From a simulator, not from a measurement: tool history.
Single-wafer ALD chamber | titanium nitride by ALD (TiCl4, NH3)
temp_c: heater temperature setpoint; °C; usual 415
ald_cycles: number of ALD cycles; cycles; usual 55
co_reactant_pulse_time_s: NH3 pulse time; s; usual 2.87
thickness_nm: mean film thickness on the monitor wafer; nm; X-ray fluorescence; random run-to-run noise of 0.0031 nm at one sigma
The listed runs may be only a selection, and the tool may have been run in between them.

| run | day | temp_c | ald_cycles | co_reactant_pulse_time_s | wafers since the last listed run | hours since the last thermocouple change | hours since the showerhead was replaced | hours since the gauge calibration | read-back reference wafer on the same gauge, thickness_nm | thickness_nm |
|---|---|---|---|---|---|---|---|---|---|---|
| 1 | 0 | 415 | 55 | 2.87 | 0 | 2074.6 | 2477.5 | 863.3 | 1.339 | 1.222 |
| 2 | 1.025 | 415 | 55 | 2.87 | 111 | 2099.2 | 2502.1 | 887.9 | 1.34 | 1.223 |
| 3 | 1.608 | 426 | 55 | 2 | 63 | 2113.2 | 2516.1 | 901.9 | 1.34 | 1.214 |
| 4 | 2.562 | 426 | 55 | 2 | 103 | 2136.1 | 2539 | 924.8 | 1.34 | 1.212 |
| 5 | 3.446 | 415 | 55 | 2.87 | 95 | 2157.3 | 2560.2 | 946 | 1.34 | 1.221 |
| 6 | 4.65 | 415 | 55 | 2.87 | 130 | 2186.2 | 2589.1 | 974.9 | 1.34 | 1.218 |
| 7 | 5.192 | 415 | 55 | 2.87 | 58 | 2199.2 | 2602.1 | 987.9 | 1.34 | 1.219 |
| 8 | 5.921 | 409 | 55 | 2.87 | 79 | 2216.7 | 2619.6 | 1005.4 | 1.34 | 1.22 |
| 9 | 6.8 | 409 | 55 | 2.87 | 95 | 2237.8 | 2640.7 | 1026.5 | 1.34 | 1.221 |
|  | 7.588 | showerhead replaced |
| 10 | 7.704 | 409 | 55 | 2.87 | 62 | 2259.5 | 2.8 | 1048.2 | 1.34 | 1.224 |
| 11 | 8.367 | 415 | 55 | 2.87 | 71 | 2275.4 | 18.7 | 1064.1 | 1.34 | 1.217 |
| 12 | 9.321 | 415 | 55 | 2.87 | 103 | 2298.3 | 41.6 | 1087 | 1.34 | 1.218 |
| 13 | 10.612 | 415 | 55 | 2.87 | 140 | 2329.3 | 72.6 | 1118 | 1.34 | 1.223 |
| 14 | 11.204 | 415 | 60 | 2.87 | 64 | 2343.5 | 86.8 | 1132.2 | 1.34 | 1.332 |
| 15 | 12.329 | 411 | 55 | 3.57 | 122 | 2370.5 | 113.8 | 1159.2 | 1.34 | 1.228 |
|  | 12.667 | thermocouple changed; heater temperature recalibrated |
| 16 | 13.188 | 411 | 55 | 3.57 | 57 | 12.5 | 134.4 | 1179.8 | 1.34 | 1.228 |
| 17 | 14.054 | 426 | 55 | 2 | 94 | 33.3 | 155.2 | 1200.6 | 1.34 | 1.215 |
| 18 | 15.104 | 429 | 45 | 2.36 | 114 | 58.5 | 180.4 | 1225.8 | 1.34 | 0.997 |
|  | 15.896 | gauge calibrated |
| 19 | 16.283 | 415 | 63 | 2.87 | 128 | 86.8 | 208.7 | 9.3 | 1.34 | 1.403 |
| 20 | 17.154 | 420 | 44 | 2.87 | 94 | 107.7 | 229.6 | 30.2 | 1.34 | 0.98 |
| 21 | 18.604 | 423 | 65 | 2.87 | 157 | 142.5 | 264.4 | 65 | 1.339 | 1.443 |
| 22 | 19.804 | 426 | 47 | 2.87 | 130 | 171.3 | 293.2 | 93.8 | 1.34 | 1.044 |
| 23 | 21.262 | 426 | 55 | 2 | 158 | 206.3 | 328.2 | 128.8 | 1.341 | 1.215 |
| 24 | 22.333 | 426 | 45 | 1.85 | 116 | 232 | 353.9 | 154.5 | 1.34 | 0.992 |
| 25 | 23.204 | 427 | 55 | 2.32 | 94 | 252.9 | 374.8 | 175.4 | 1.34 | 1.215 |
| 26 | 24.538 | 415 | 62 | 2.87 | 144 | 284.9 | 406.8 | 207.4 | 1.34 | 1.379 |
| 27 | 25.196 | 426 | 45 | 2.47 | 71 | 300.7 | 422.6 | 223.2 | 1.34 | 1 |
| 28 | 26.421 | 419 | 55 | 2.87 | 133 | 330.1 | 452 | 252.6 | 1.34 | 1.219 |
| 29 | 27.392 | 415 | 46 | 3.8 | 105 | 353.4 | 475.3 | 275.9 | 1.34 | 1.027 |
| 30 | 28.242 | 408 | 55 | 2.87 | 92 | 373.8 | 495.7 | 296.3 | 1.34 | 1.222 |
| 31 | 29.721 | 402 | 60 | 1.78 | 160 | 409.3 | 531.2 | 331.8 | 1.34 | 1.312 |
| 32 | 30.508 | 415 | 55 | 2.87 | 85 | 428.2 | 550.1 | 350.7 | 1.34 | 1.217 |
| 33 | 31.325 | 419 | 55 | 2.87 | 88 | 447.8 | 569.7 | 370.3 | 1.34 | 1.224 |
| 34 | 32.146 | 415 | 55 | 2.87 | 89 | 467.5 | 589.4 | 390 | 1.34 | 1.225 |
| 35 | 33.304 | 426 | 66 | 3.9 | 125 | 495.3 | 617.2 | 417.8 | 1.34 | 1.478 |
| 36 | 34.333 | 415 | 65 | 2.87 | 111 | 520 | 641.9 | 442.5 | 1.34 | 1.44 |
| 37 | 35.421 | 415 | 45 | 2.87 | 118 | 546.1 | 668 | 468.6 | 1.34 | 0.999 |
| 38 | 36.604 | 426 | 55 | 2 | 128 | 574.5 | 696.4 | 497 | 1.34 | 1.215 |
| 39 | 40.25 | 427 | 58 | 2.87 | 396 | 662 | 783.9 | 584.5 | 1.339 | 1.289 |

Forecast each of these 5 alternatives for the next run:
| A | 40.271 | 424 | 55 | 2.87 | 2 | 662.5 | 784.4 | 585 | ? | ? |
| B | 40.271 | 428 | 55 | 2.87 | 2 | 662.5 | 784.4 | 585 | ? | ? |
| C | 40.271 | 409 | 47 | 1.75 | 2 | 662.5 | 784.4 | 585 | ? | ? |
| D | 40.271 | 427 | 46 | 2.87 | 2 | 662.5 | 784.4 | 585 | ? | ? |
| E | 40.271 | 409 | 46 | 2.87 | 2 | 662.5 | 784.4 | 585 | ? | ? |

| run | read-back reference wafer on the same gauge, thickness_nm | thickness_nm |
|---|---|---|
| A | 1.34 | 1.23 |
| B | 1.34 | 1.23 |
| C | 1.34 | 1.036 |
| D | 1.34 | 1.029 |
| E | 1.34 | 1.026 |
With no hidden state in the tool, these same runs would have given:
| run | thickness_nm |
|---|---|
| A | 1.23 |
| B | 1.23 |
| C | 1.036 |
| D | 1.029 |
| E | 1.026 |
